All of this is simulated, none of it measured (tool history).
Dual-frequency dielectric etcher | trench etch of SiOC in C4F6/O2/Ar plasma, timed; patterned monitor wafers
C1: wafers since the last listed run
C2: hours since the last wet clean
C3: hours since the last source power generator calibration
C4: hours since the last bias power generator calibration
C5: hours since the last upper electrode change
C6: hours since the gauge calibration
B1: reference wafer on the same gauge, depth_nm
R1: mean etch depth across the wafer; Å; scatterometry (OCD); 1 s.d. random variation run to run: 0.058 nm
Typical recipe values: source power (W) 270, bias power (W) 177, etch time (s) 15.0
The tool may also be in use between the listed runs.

{"run": 1, "hour": 0.0, "source power (W)": 270, "bias power (W)": 177, "etch time (s)": 15.0, "C1": 0, "C2": 72.0, "C3": 2222.8, "C4": 4136.4, "C5": 60.5, "C6": 14.1, "B1": 20.8, "R1": 251.2}
{"run": 2, "hour": 23.8, "source power (W)": 270, "bias power (W)": 177, "etch time (s)": 13.0, "C1": 518, "C2": 95.8, "C3": 2246.6, "C4": 4160.2, "C5": 84.3, "C6": 37.9, "B1": 20.8, "R1": 218.2}
{"run": 3, "hour": 34.6, "source power (W)": 270, "bias power (W)": 177, "etch time (s)": 15.0, "C1": 235, "C2": 106.6, "C3": 2257.4, "C4": 4171.0, "C5": 95.1, "C6": 48.7, "B1": 20.8, "R1": 251.3}
{"run": 4, "hour": 44.3, "source power (W)": 270, "bias power (W)": 177, "etch time (s)": 15.0, "C1": 211, "C2": 116.3, "C3": 2267.1, "C4": 4180.7, "C5": 104.8, "C6": 58.4, "B1": 20.81, "R1": 251.8}
{"run": 5, "hour": 52.1, "source power (W)": 270, "bias power (W)": 177, "etch time (s)": 15.0, "C1": 169, "C2": 124.1, "C3": 2274.9, "C4": 4188.5, "C5": 112.6, "C6": 66.2, "B1": 20.8, "R1": 251.7}
{"run": 6, "hour": 60.9, "source power (W)": 230, "bias power (W)": 177, "etch time (s)": 18.0, "C1": 191, "C2": 132.9, "C3": 2283.7, "C4": 4197.3, "C5": 121.4, "C6": 75.0, "B1": 20.81, "R1": 269.9}
{"run": 7, "hour": 68.8, "source power (W)": 250, "bias power (W)": 177, "etch time (s)": 16.5, "C1": 172, "C2": 140.8, "C3": 2291.6, "C4": 4205.2, "C5": 129.3, "C6": 82.9, "B1": 20.82, "R1": 262.6}
{"hour": 80.3, "done": "bias power generator calibrated"}
{"run": 8, "hour": 85.8, "source power (W)": 320, "bias power (W)": 160, "etch time (s)": 19.5, "C1": 283, "C2": 157.8, "C3": 2308.6, "C4": 5.5, "C5": 146.3, "C6": 99.9, "B1": 20.8, "R1": 343.2}
{"run": 9, "hour": 94.5, "source power (W)": 240, "bias power (W)": 216, "etch time (s)": 11.0, "C1": 189, "C2": 166.5, "C3": 2317.3, "C4": 14.2, "C5": 155.0, "C6": 108.6, "B1": 20.8, "R1": 191.3}
{"run": 10, "hour": 104.5, "source power (W)": 230, "bias power (W)": 205, "etch time (s)": 16.5, "C1": 217, "C2": 176.5, "C3": 2327.3, "C4": 24.2, "C5": 165.0, "C6": 118.6, "B1": 20.78, "R1": 271.0}
{"run": 11, "hour": 117.9, "source power (W)": 270, "bias power (W)": 177, "etch time (s)": 15.0, "C1": 291, "C2": 189.9, "C3": 2340.7, "C4": 37.6, "C5": 178.4, "C6": 132.0, "B1": 20.81, "R1": 252.6}
{"run": 12, "hour": 126.5, "source power (W)": 320, "bias power (W)": 205, "etch time (s)": 11.0, "C1": 187, "C2": 198.5, "C3": 2349.3, "C4": 46.2, "C5": 187.0, "C6": 140.6, "B1": 20.79, "R1": 224.4}
{"run": 13, "hour": 133.1, "source power (W)": 220, "bias power (W)": 177, "etch time (s)": 15.0, "C1": 143, "C2": 205.1, "C3": 2355.9, "C4": 52.8, "C5": 193.6, "C6": 147.2, "B1": 20.78, "R1": 217.7}
{"hour": 145.1, "done": "source power generator calibrated"}
{"run": 14, "hour": 145.6, "source power (W)": 310, "bias power (W)": 177, "etch time (s)": 15.0, "C1": 185, "C2": 217.6, "C3": 0.5, "C4": 65.3, "C5": 206.1, "C6": 159.7, "B1": 20.82, "R1": 275.7}
{"run": 15, "hour": 159.7, "source power (W)": 270, "bias power (W)": 177, "etch time (s)": 14.0, "C1": 307, "C2": 231.7, "C3": 14.6, "C4": 79.4, "C5": 220.2, "C6": 173.8, "B1": 20.8, "R1": 235.4}
{"run": 16, "hour": 173.8, "source power (W)": 270, "bias power (W)": 177, "etch time (s)": 15.0, "C1": 307, "C2": 245.8, "C3": 28.7, "C4": 93.5, "C5": 234.3, "C6": 187.9, "B1": 20.79, "R1": 251.8}
{"run": 17, "hour": 182.3, "source power (W)": 240, "bias power (W)": 177, "etch time (s)": 15.0, "C1": 185, "C2": 254.3, "C3": 37.2, "C4": 102.0, "C5": 242.8, "C6": 196.4, "B1": 20.82, "R1": 232.3}
{"run": 18, "hour": 194.4, "source power (W)": 220, "bias power (W)": 197, "etch time (s)": 19.0, "C1": 263, "C2": 266.4, "C3": 49.3, "C4": 114.1, "C5": 254.9, "C6": 208.5, "B1": 20.79, "R1": 293.8}
{"run": 19, "hour": 209.8, "source power (W)": 270, "bias power (W)": 138, "etch time (s)": 15.0, "C1": 335, "C2": 281.8, "C3": 64.7, "C4": 129.5, "C5": 270.3, "C6": 223.9, "B1": 20.8, "R1": 215.1}
{"run": 20, "hour": 222.2, "source power (W)": 270, "bias power (W)": 177, "etch time (s)": 15.0, "C1": 270, "C2": 294.2, "C3": 77.1, "C4": 141.9, "C5": 282.7, "C6": 236.3, "B1": 20.82, "R1": 252.6}
{"run": 21, "hour": 232.0, "source power (W)": 270, "bias power (W)": 177, "etch time (s)": 17.5, "C1": 213, "C2": 304.0, "C3": 86.9, "C4": 151.7, "C5": 292.5, "C6": 246.1, "B1": 20.79, "R1": 295.0}
{"run": 22, "hour": 240.3, "source power (W)": 270, "bias power (W)": 177, "etch time (s)": 15.0, "C1": 180, "C2": 312.3, "C3": 95.2, "C4": 160.0, "C5": 300.8, "C6": 254.4, "B1": 20.8, "R1": 252.6}
{"run": 23, "hour": 252.9, "source power (W)": 270, "bias power (W)": 177, "etch time (s)": 15.0, "C1": 274, "C2": 324.9, "C3": 107.8, "C4": 172.6, "C5": 313.4, "C6": 267.0, "B1": 20.77, "R1": 252.3}
{"run": 24, "hour": 263.0, "source power (W)": 310, "bias power (W)": 141, "etch time (s)": 15.0, "C1": 220, "C2": 335.0, "C3": 117.9, "C4": 182.7, "C5": 323.5, "C6": 277.1, "B1": 20.81, "R1": 238.9}
{"run": 25, "hour": 274.1, "source power (W)": 270, "bias power (W)": 218, "etch time (s)": 15.0, "C1": 241, "C2": 346.1, "C3": 129.0, "C4": 193.8, "C5": 334.6, "C6": 288.2, "B1": 20.8, "R1": 286.3}
{"run": 26, "hour": 289.4, "source power (W)": 220, "bias power (W)": 148, "etch time (s)": 15.0, "C1": 333, "C2": 361.4, "C3": 144.3, "C4": 209.1, "C5": 349.9, "C6": 303.5, "B1": 20.8, "R1": 193.6}
{"run": 27, "hour": 296.0, "source power (W)": 320, "bias power (W)": 177, "etch time (s)": 17.0, "C1": 143, "C2": 368.0, "C3": 150.9, "C4": 215.7, "C5": 356.5, "C6": 310.1, "B1": 20.8, "R1": 321.3}
{"run": 28, "hour": 303.4, "source power (W)": 270, "bias power (W)": 177, "etch time (s)": 15.0, "C1": 161, "C2": 375.4, "C3": 158.3, "C4": 223.1, "C5": 363.9, "C6": 317.5, "B1": 20.81, "R1": 253.8}
{"run": 29, "hour": 321.1, "source power (W)": 270, "bias power (W)": 154, "etch time (s)": 11.0, "C1": 385, "C2": 393.1, "C3": 176.0, "C4": 240.8, "C5": 381.6, "C6": 335.2, "B1": 20.79, "R1": 170.7}
{"run": 30, "hour": 338.5, "source power (W)": 270, "bias power (W)": 177, "etch time (s)": 11.5, "C1": 379, "C2": 410.5, "C3": 193.4, "C4": 258.2, "C5": 399.0, "C6": 352.6, "B1": 20.78, "R1": 194.6}

4 options for the next run, each taken on its own from the tool as it stands now. Forecast them:
{"run": "A", "hour": 338.9, "source power (W)": 270, "bias power (W)": 177, "etch time (s)": 18.0, "C1": 8, "C2": 410.9, "C3": 193.8, "C4": 258.6, "C5": 399.4, "C6": 353.0, "B1": "?", "R1": "?"}
{"run": "B", "hour": 338.9, "source power (W)": 320, "bias power (W)": 177, "etch time (s)": 13.5, "C1": 8, "C2": 410.9, "C3": 193.8, "C4": 258.6, "C5": 399.4, "C6": 353.0, "B1": "?", "R1": "?"}
{"run": "C", "hour": 338.9, "source power (W)": 220, "bias power (W)": 146, "etch time (s)": 18.0, "C1": 8, "C2": 410.9, "C3": 193.8, "C4": 258.6, "C5": 399.4, "C6": 353.0, "B1": "?", "R1": "?"}
{"run": "D", "hour": 338.9, "source power (W)": 210, "bias power (W)": 177, "etch time (s)": 15.0, "C1": 8, "C2": 410.9, "C3": 193.8, "C4": 258.6, "C5": 399.4, "C6": 353.0, "B1": "?", "R1": "?"}

run=A B1=20.82 R1=304.8
run=B B1=20.82 R1=254.6
run=C B1=20.82 R1=230.7
run=D B1=20.82 R1=210.6
Stripped of hidden state, with their random variation kept, the same runs would have yielded:
run=A R1=301.6
run=B R1=252.0
run=C R1=228.3
run=D R1=208.3
